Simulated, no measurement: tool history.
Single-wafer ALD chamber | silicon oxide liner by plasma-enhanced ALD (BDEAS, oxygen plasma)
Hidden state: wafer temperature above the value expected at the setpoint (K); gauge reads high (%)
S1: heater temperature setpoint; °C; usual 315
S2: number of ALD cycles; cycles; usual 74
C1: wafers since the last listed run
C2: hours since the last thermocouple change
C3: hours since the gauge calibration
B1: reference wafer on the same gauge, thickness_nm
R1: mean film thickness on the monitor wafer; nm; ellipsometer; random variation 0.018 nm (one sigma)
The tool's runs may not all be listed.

run   hour   S1  S2   C1     C2     C3     B1     R1
  1      0  315  78    0  557.3  303.2  7.565  7.487
  2   25.1  315  78  100  582.4  328.3  7.556  7.458
      38.7  -- gauge calibrated
  3   52.2  315  65  108  609.5   13.5  7.654  6.285
  4   79.2  315  74  107  636.5   40.5  7.649  7.198
  5   92.8  315  74   54  650.1   54.1  7.649  7.214
  6    111  315  74   72  668.3   72.3  7.647  7.175
  7  130.5  320  74   77  687.8   91.8  7.645  7.115
  8  158.7  315  74  112    716    120  7.641  7.155
  9  173.6  315  74   59  730.9  134.9  7.639  7.158
 10  187.3  315  82   54  744.6  148.6  7.632  7.959
 11    206  315  82   74  763.3  167.3  7.637  7.981
 12  220.4  315  82   57  777.7  181.7  7.628  7.958
 13  235.7  303  86   61    793    197  7.629  8.493
 14  269.8  315  74  136  827.1  231.1  7.615  7.146
 15  301.1  300  74  124  858.4  262.4  7.601  7.275
 16  315.8  315  74   58  873.1  277.1    7.6   7.14
 17  367.9  315  74  208  925.2  329.2  7.577  7.139
     384.2  -- gauge calibrated
 18  403.7  311  74  142    961   19.5  7.654  7.221
 19  418.1  304  66   57  975.4   33.9  7.651  6.514
     427.4  -- thermocouple changed; heater temperature recalibrated
 20  432.7  310  69   26    5.3   48.5  7.658  6.785
 21  455.7  328  74   91   28.3   71.5  7.653  7.053
 22  473.8  327  78   72   46.4   89.6  7.647  7.454
 23  495.1  315  74   85   67.7  110.9  7.648  7.194
 24  523.1  325  74  111   95.7  138.9  7.643  7.082
 25  558.5  322  66  141  131.1  174.3   7.63  6.326
 26  589.9  315  74  125  162.5  205.7   7.62   7.14
 27  624.6  304  81  138  197.2  240.4  7.612  7.962

4 ways to go on from here, each from the tool as it stands after run 27. What would each give?
  A  625.1  315  80   1  197.7  240.9   ?   ?
  B  625.1  302  69   1  197.7  240.9   ?   ?
  C  625.1  315  88   1  197.7  240.9   ?   ?
  D  625.1  326  63   1  197.7  240.9   ?   ?

run     B1     R1
  A  7.621  7.718
  B  7.621  6.788
  C  7.621  8.489
  D  7.621  5.976
Without the tool's hidden state the same runs would have given:
run     R1
  A  7.744
  B  6.811
  C  8.519
  D  5.997
